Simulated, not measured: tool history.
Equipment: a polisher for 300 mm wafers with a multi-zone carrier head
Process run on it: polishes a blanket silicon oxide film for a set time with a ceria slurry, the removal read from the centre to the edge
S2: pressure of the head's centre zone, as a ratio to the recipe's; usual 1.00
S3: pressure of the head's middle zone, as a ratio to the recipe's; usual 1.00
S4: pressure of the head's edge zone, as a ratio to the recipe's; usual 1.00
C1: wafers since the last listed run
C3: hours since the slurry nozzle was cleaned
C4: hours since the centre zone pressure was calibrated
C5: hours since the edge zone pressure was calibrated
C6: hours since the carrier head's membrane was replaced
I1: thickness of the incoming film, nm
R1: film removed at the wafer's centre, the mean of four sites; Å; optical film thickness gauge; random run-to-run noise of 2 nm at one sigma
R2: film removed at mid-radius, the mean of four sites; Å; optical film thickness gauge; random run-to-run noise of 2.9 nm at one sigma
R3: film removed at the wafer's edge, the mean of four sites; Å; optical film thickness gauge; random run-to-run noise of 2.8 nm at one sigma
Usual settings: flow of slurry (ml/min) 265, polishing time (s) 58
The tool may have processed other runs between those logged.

{"run": 1, "day": 0.0, "flow of slurry (ml/min)": 265, "S2": 1.0, "S3": 1.0, "S4": 1.0, "polishing time (s)": 58, "C1": 0, "wafers polished on this pad": 160, "C3": 822.6, "C4": 12.3, "C5": 31.2, "C6": 1212.2, "I1": 1387.4, "R1": 2319, "R2": 2256, "R3": 2321}
{"run": 2, "day": 1.229, "flow of slurry (ml/min)": 320, "S2": 1.0, "S3": 1.0, "S4": 1.0, "polishing time (s)": 58, "C1": 384, "wafers polished on this pad": 544, "C3": 852.1, "C4": 41.8, "C5": 60.7, "C6": 1241.7, "I1": 1376.5, "R1": 2348, "R2": 2349, "R3": 2322}
{"day": 1.925, "done": "slurry nozzle cleaned"}
{"run": 3, "day": 2.625, "flow of slurry (ml/min)": 215, "S2": 1.0, "S3": 1.07, "S4": 1.06, "polishing time (s)": 74, "C1": 423, "wafers polished on this pad": 968, "C3": 16.8, "C4": 75.3, "C5": 94.2, "C6": 1275.2, "I1": 1382.4, "R1": 3097, "R2": 3079, "R3": 3076}
{"run": 4, "day": 3.896, "flow of slurry (ml/min)": 265, "S2": 1.0, "S3": 1.0, "S4": 1.0, "polishing time (s)": 58, "C1": 397, "wafers polished on this pad": 1365, "C3": 47.3, "C4": 105.8, "C5": 124.7, "C6": 1305.7, "I1": 1398.1, "R1": 2416, "R2": 2363, "R3": 2369}
{"run": 5, "day": 4.583, "flow of slurry (ml/min)": 265, "S2": 0.97, "S3": 1.0, "S4": 1.0, "polishing time (s)": 68, "C1": 215, "wafers polished on this pad": 1580, "C3": 63.8, "C4": 122.3, "C5": 141.2, "C6": 1322.2, "I1": 1398.7, "R1": 2752, "R2": 2797, "R3": 2823}
{"run": 6, "day": 5.846, "flow of slurry (ml/min)": 265, "S2": 1.0, "S3": 1.0, "S4": 0.91, "polishing time (s)": 42, "C1": 394, "wafers polished on this pad": 1975, "C3": 94.1, "C4": 152.6, "C5": 171.5, "C6": 1352.5, "I1": 1391.7, "R1": 1748, "R2": 1727, "R3": 1651}
{"run": 7, "day": 6.696, "flow of slurry (ml/min)": 265, "S2": 1.0, "S3": 1.0, "S4": 1.0, "polishing time (s)": 58, "C1": 265, "wafers polished on this pad": 2241, "C3": 114.5, "C4": 173.0, "C5": 191.9, "C6": 1372.9, "I1": 1385.2, "R1": 2416, "R2": 2367, "R3": 2375}
{"run": 8, "day": 7.246, "flow of slurry (ml/min)": 265, "S2": 0.94, "S3": 1.0, "S4": 1.0, "polishing time (s)": 58, "C1": 172, "wafers polished on this pad": 2413, "C3": 127.7, "C4": 186.2, "C5": 205.1, "C6": 1386.1, "I1": 1403.4, "R1": 2252, "R2": 2351, "R3": 2384}
{"run": 9, "day": 8.183, "flow of slurry (ml/min)": 190, "S2": 1.0, "S3": 1.0, "S4": 1.0, "polishing time (s)": 73, "C1": 293, "wafers polished on this pad": 2707, "C3": 150.2, "C4": 208.7, "C5": 227.6, "C6": 1408.6, "I1": 1414.9, "R1": 2928, "R2": 2841, "R3": 2884}
{"run": 10, "day": 9.221, "flow of slurry (ml/min)": 265, "S2": 1.0, "S3": 1.0, "S4": 1.0, "polishing time (s)": 44, "C1": 324, "wafers polished on this pad": 3031, "C3": 175.1, "C4": 233.6, "C5": 252.5, "C6": 1433.5, "I1": 1399.7, "R1": 1822, "R2": 1771, "R3": 1791}
{"day": 9.5, "done": "worn pad replaced by a new one"}
{"run": 11, "day": 10.179, "flow of slurry (ml/min)": 215, "S2": 1.0, "S3": 1.0, "S4": 1.0, "polishing time (s)": 58, "C1": 247, "wafers polished on this pad": 213, "C3": 198.1, "C4": 256.6, "C5": 275.5, "C6": 1456.5, "I1": 1381.7, "R1": 2286, "R2": 2296, "R3": 2294}
{"run": 12, "day": 13.783, "flow of slurry (ml/min)": 265, "S2": 1.0, "S3": 1.0, "S4": 1.0, "polishing time (s)": 58, "C1": 1127, "wafers polished on this pad": 1340, "C3": 284.6, "C4": 343.1, "C5": 362.0, "C6": 1543.0, "I1": 1371.8, "R1": 2338, "R2": 2306, "R3": 2363}
{"run": 13, "day": 15.212, "flow of slurry (ml/min)": 220, "S2": 0.95, "S3": 0.96, "S4": 1.0, "polishing time (s)": 58, "C1": 447, "wafers polished on this pad": 1787, "C3": 318.9, "C4": 377.4, "C5": 396.3, "C6": 1577.3, "I1": 1415.6, "R1": 2214, "R2": 2174, "R3": 2313}
{"run": 14, "day": 15.883, "flow of slurry (ml/min)": 265, "S2": 1.0, "S3": 1.0, "S4": 1.0, "polishing time (s)": 58, "C1": 209, "wafers polished on this pad": 1997, "C3": 335.0, "C4": 393.5, "C5": 412.4, "C6": 1593.4, "I1": 1375.5, "R1": 2341, "R2": 2268, "R3": 2302}
{"run": 15, "day": 17.167, "flow of slurry (ml/min)": 205, "S2": 1.11, "S3": 1.0, "S4": 0.92, "polishing time (s)": 58, "C1": 401, "wafers polished on this pad": 2399, "C3": 365.8, "C4": 424.3, "C5": 443.2, "C6": 1624.2, "I1": 1394.9, "R1": 2535, "R2": 2254, "R3": 2241}
{"day": 17.592, "done": "worn pad replaced by a new one"}
{"day": 17.775, "done": "carrier head's membrane replaced by a new one"}
{"run": 16, "day": 17.792, "flow of slurry (ml/min)": 230, "S2": 1.08, "S3": 1.04, "S4": 1.0, "polishing time (s)": 77, "C1": 86, "wafers polished on this pad": 5, "C3": 380.8, "C4": 439.3, "C5": 458.2, "C6": 0.4, "I1": 1377.6, "R1": 3361, "R2": 3104, "R3": 3119}
{"run": 17, "day": 18.825, "flow of slurry (ml/min)": 265, "S2": 0.91, "S3": 0.95, "S4": 1.0, "polishing time (s)": 58, "C1": 323, "wafers polished on this pad": 328, "C3": 405.6, "C4": 464.1, "C5": 483.0, "C6": 25.2, "I1": 1407.2, "R1": 2134, "R2": 2229, "R3": 2293}
{"run": 18, "day": 20.112, "flow of slurry (ml/min)": 265, "S2": 1.0, "S3": 1.0, "S4": 1.0, "polishing time (s)": 50, "C1": 402, "wafers polished on this pad": 731, "C3": 436.5, "C4": 495.0, "C5": 513.9, "C6": 56.1, "I1": 1385.5, "R1": 2031, "R2": 1964, "R3": 2009}
{"run": 19, "day": 21.35, "flow of slurry (ml/min)": 265, "S2": 1.08, "S3": 1.08, "S4": 1.09, "polishing time (s)": 58, "C1": 387, "wafers polished on this pad": 1118, "C3": 466.2, "C4": 524.7, "C5": 543.6, "C6": 85.8, "I1": 1395.6, "R1": 2562, "R2": 2388, "R3": 2405}
{"run": 20, "day": 24.85, "flow of slurry (ml/min)": 265, "S2": 1.05, "S3": 1.0, "S4": 1.0, "polishing time (s)": 50, "C1": 1095, "wafers polished on this pad": 2213, "C3": 550.2, "C4": 608.7, "C5": 627.6, "C6": 169.8, "I1": 1402.2, "R1": 2108, "R2": 1957, "R3": 1994}
{"run": 21, "day": 25.508, "flow of slurry (ml/min)": 185, "S2": 0.95, "S3": 1.11, "S4": 1.0, "polishing time (s)": 45, "C1": 205, "wafers polished on this pad": 2419, "C3": 566.0, "C4": 624.5, "C5": 643.4, "C6": 185.6, "I1": 1408.9, "R1": 1664, "R2": 1805, "R3": 1729}
{"day": 26.704, "done": "centre zone pressure recalibrated"}
{"day": 27.038, "done": "worn pad replaced by a new one"}
{"run": 22, "day": 27.058, "flow of slurry (ml/min)": 220, "S2": 1.0, "S3": 1.0, "S4": 1.0, "polishing time (s)": 58, "C1": 406, "wafers polished on this pad": 7, "C3": 603.2, "C4": 8.5, "C5": 680.6, "C6": 222.8, "I1": 1387.2, "R1": 2278, "R2": 2247, "R3": 2348}

4 ways to go on from here, each from the tool as it stands after run 22. What would each give?
{"run": "A", "day": 27.075, "flow of slurry (ml/min)": 265, "S2": 1.06, "S3": 1.0, "S4": 1.0, "polishing time (s)": 58, "C1": 5, "wafers polished on this pad": 12, "C3": 603.6, "C4": 8.9, "C5": 681.0, "C6": 223.2, "I1": 1408.6, "R1": "?", "R2": "?", "R3": "?"}
{"run": "B", "day": 27.075, "flow of slurry (ml/min)": 330, "S2": 0.93, "S3": 1.03, "S4": 1.07, "polishing time (s)": 58, "C1": 5, "wafers polished on this pad": 12, "C3": 603.6, "C4": 8.9, "C5": 681.0, "C6": 223.2, "I1": 1408.6, "R1": "?", "R2": "?", "R3": "?"}
{"run": "C", "day": 27.075, "flow of slurry (ml/min)": 265, "S2": 1.0, "S3": 1.0, "S4": 1.0, "polishing time (s)": 68, "C1": 5, "wafers polished on this pad": 12, "C3": 603.6, "C4": 8.9, "C5": 681.0, "C6": 223.2, "I1": 1408.6, "R1": "?", "R2": "?", "R3": "?"}
{"run": "D", "day": 27.075, "flow of slurry (ml/min)": 265, "S2": 1.0, "S3": 0.92, "S4": 1.0, "polishing time (s)": 58, "C1": 5, "wafers polished on this pad": 12, "C3": 603.6, "C4": 8.9, "C5": 681.0, "C6": 223.2, "I1": 1408.6, "R1": "?", "R2": "?", "R3": "?"}

run=A R1=2482 R2=2273 R3=2348
run=B R1=2232 R2=2371 R3=2445
run=C R1=2744 R2=2666 R3=2753
run=D R1=2339 R2=2161 R3=2350
Stripped of hidden state, with their random variation kept, the same runs would have yielded:
run=A R1=2611 R2=2380 R3=2430
run=B R1=2331 R2=2466 R3=2519
run=C R1=2887 R2=2791 R3=2849
run=D R1=2461 R2=2263 R3=2432

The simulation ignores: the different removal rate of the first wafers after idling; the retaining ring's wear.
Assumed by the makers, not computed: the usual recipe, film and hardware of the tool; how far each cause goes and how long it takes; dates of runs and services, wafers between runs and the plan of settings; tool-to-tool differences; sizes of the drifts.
